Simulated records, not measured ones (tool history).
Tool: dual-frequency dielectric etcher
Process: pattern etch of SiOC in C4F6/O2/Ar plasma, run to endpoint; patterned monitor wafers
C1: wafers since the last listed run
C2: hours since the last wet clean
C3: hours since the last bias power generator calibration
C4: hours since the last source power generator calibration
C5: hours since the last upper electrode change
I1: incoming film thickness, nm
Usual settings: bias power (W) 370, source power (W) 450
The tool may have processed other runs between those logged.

Run 1, day 0.000: usual settings but source power (W) 480; C1 0; C2 127.7; C3 2058.3; C4 1037.4; C5 2287.3; I1 35.58. Result: endpoint time (s) 12.7.
Run 2, day 5.325: usual settings; C1 2233; C2 255.5; C3 2186.1; C4 1165.2; C5 2415.1; I1 35.59. Result: endpoint time (s) 13.0.
Run 3, day 6.871: usual settings; C1 648; C2 292.6; C3 2223.2; C4 1202.3; C5 2452.2; I1 35.72. Result: endpoint time (s) 13.1.
Run 4, day 8.954: usual settings; C1 873; C2 342.6; C3 2273.2; C4 1252.3; C5 2502.2; I1 35.84. Result: endpoint time (s) 13.2.
Run 5, day 10.554: usual settings; C1 671; C2 381.0; C3 2311.6; C4 1290.7; C5 2540.6; I1 35.62. Result: endpoint time (s) 13.2.
Run 6, day 12.812: usual settings but bias power (W) 442; C1 947; C2 435.2; C3 2365.8; C4 1344.9; C5 2594.8; I1 35.48. Result: endpoint time (s) 12.3.
Run 7, day 14.312: usual settings but bias power (W) 442; C1 629; C2 471.2; C3 2401.8; C4 1380.9; C5 2630.8; I1 35.66. Result: endpoint time (s) 12.4.
Run 8, day 15.354: usual settings but bias power (W) 442; C1 436; C2 496.2; C3 2426.8; C4 1405.9; C5 2655.8; I1 35.49. Result: endpoint time (s) 12.4.
At day 16.762: wet clean of the chamber.
Run 9, day 16.858: usual settings but bias power (W) 310; C1 211; C2 2.3; C3 2462.9; C4 1442.0; C5 2691.9; I1 35.58. Result: endpoint time (s) 13.7.
Run 10, day 19.671: usual settings but bias power (W) 310; C1 1179; C2 69.8; C3 2530.4; C4 1509.5; C5 2759.4; I1 35.78. Result: endpoint time (s) 13.8.
Run 11, day 21.612: usual settings; C1 814; C2 116.4; C3 2577.0; C4 1556.1; C5 2806.0; I1 35.76. Result: endpoint time (s) 13.0.
At day 24.000: bias power generator calibrated.
Run 12, day 24.021: usual settings; C1 940; C2 174.2; C3 0.5; C4 1613.9; C5 2863.8; I1 35.79. Result: endpoint time (s) 13.1.
Run 13, day 25.817: usual settings but bias power (W) 350; C1 753; C2 217.3; C3 43.6; C4 1657.0; C5 2906.9; I1 35.57. Result: endpoint time (s) 13.2.
Run 14, day 26.912: usual settings but bias power (W) 388, source power (W) 480; C1 459; C2 243.6; C3 69.9; C4 1683.3; C5 2933.2; I1 35.67. Result: endpoint time (s) 12.6.
Run 15, day 28.271: usual settings but bias power (W) 388, source power (W) 480; C1 569; C2 276.2; C3 102.5; C4 1715.9; C5 2965.8; I1 35.60. Result: endpoint time (s) 12.7.
Run 16, day 29.725: usual settings but bias power (W) 388, source power (W) 480; C1 609; C2 311.1; C3 137.4; C4 1750.8; C5 3000.7; I1 35.70. Result: endpoint time (s) 12.7.
At day 32.004: upper electrode replaced.
Run 17, day 32.025: usual settings but bias power (W) 388, source power (W) 480; C1 545; C2 366.3; C3 192.6; C4 1806.0; C5 0.5; I1 35.23. Result: endpoint time (s) 12.6.
Run 18, day 34.150: usual settings; C1 891; C2 417.3; C3 243.6; C4 1857.0; C5 51.5; I1 35.58. Result: endpoint time (s) 13.2.
Run 19, day 35.150: usual settings; C1 419; C2 441.3; C3 267.6; C4 1881.0; C5 75.5; I1 35.32. Result: endpoint time (s) 13.1.
At day 37.633: source power generator calibrated.
Run 20, day 37.688: usual settings but source power (W) 500; C1 994; C2 502.2; C3 328.5; C4 1.3; C5 136.4; I1 35.72. Result: endpoint time (s) 12.9.
At day 39.696: wet clean of the chamber.
Run 21, day 40.500: usual settings but bias power (W) 313, source power (W) 410; C1 760; C2 19.3; C3 396.0; C4 68.8; C5 203.9; I1 35.51. Result: endpoint time (s) 13.9.
Run 22, day 42.233: usual settings but source power (W) 360; C1 726; C2 60.9; C3 437.6; C4 110.4; C5 245.5; I1 35.45. Result: endpoint time (s) 13.6.
Run 23, day 43.350: usual settings but bias power (W) 319, source power (W) 350; C1 468; C2 87.7; C3 464.4; C4 137.2; C5 272.3; I1 35.46. Result: endpoint time (s) 14.6.
Run 24, day 45.612: usual settings but bias power (W) 331, source power (W) 360; C1 948; C2 142.0; C3 518.7; C4 191.5; C5 326.6; I1 35.38. Result: endpoint time (s) 14.3.
Run 25, day 47.283: usual settings but bias power (W) 302, source power (W) 550; C1 700; C2 182.1; C3 558.8; C4 231.6; C5 366.7; I1 35.64. Result: endpoint time (s) 13.2.
Run 26, day 50.212: usual settings; C1 1228; C2 252.4; C3 629.1; C4 301.9; C5 437.0; I1 35.42. Result: endpoint time (s) 13.0.
Run 27, day 52.008: usual settings but bias power (W) 439, source power (W) 340; C1 753; C2 295.5; C3 672.2; C4 345.0; C5 480.1; I1 35.59. Result: endpoint time (s) 13.4.
Run 28, day 53.912: usual settings but bias power (W) 325, source power (W) 550; C1 798; C2 341.2; C3 717.9; C4 390.7; C5 525.8; I1 35.43. Result: endpoint time (s) 13.0.
Run 29, day 56.050: usual settings but bias power (W) 407, source power (W) 540; C1 896; C2 392.5; C3 769.2; C4 442.0; C5 577.1; I1 35.60. Result: endpoint time (s) 12.2.
Run 30, day 57.242: usual settings but source power (W) 490; C1 499; C2 421.1; C3 797.8; C4 470.6; C5 605.7; I1 35.66. Result: endpoint time (s) 13.0.
Run 31, day 58.862: usual settings but bias power (W) 399, source power (W) 340; C1 679; C2 460.0; C3 836.7; C4 509.5; C5 644.6; I1 35.87. Result: endpoint time (s) 14.0.
At day 60.462: wet clean of the chamber.
Run 32, day 61.042: usual settings but bias power (W) 322, source power (W) 420; C1 494; C2 13.9; C3 889.0; C4 561.8; C5 696.9; I1 35.33. Result: endpoint time (s) 13.6.

Measured minus without-hidden-state, run by run (identical run-to-run variation in each term; gauge scatter may differ):
The tool's hidden condition here consists of: etch rate over this chamber's usual, %; bias power that arrives over what is set, %; source power that arrives over what is set, %.
run  endpoint time (s)
  1               +0.1
  2               +0.2
  3               +0.2
  4               +0.2
  5               +0.2
  6               +0.3
  7               +0.3
  8               +0.4
  9               +0.0
 10               +0.0
 11               +0.0
 12               +0.1
 13               +0.1
 14               +0.1
 15               +0.2
 16               +0.2
 17               +0.2
 18               +0.3
 19               +0.3
 20               +0.4
 21               +0.0
 22               +0.1
 23               +0.1
 24               +0.1
 25               +0.2
 26               +0.2
 27               +0.3
 28               +0.2
 29               +0.3
 30               +0.4
 31               +0.4
 32               -0.1

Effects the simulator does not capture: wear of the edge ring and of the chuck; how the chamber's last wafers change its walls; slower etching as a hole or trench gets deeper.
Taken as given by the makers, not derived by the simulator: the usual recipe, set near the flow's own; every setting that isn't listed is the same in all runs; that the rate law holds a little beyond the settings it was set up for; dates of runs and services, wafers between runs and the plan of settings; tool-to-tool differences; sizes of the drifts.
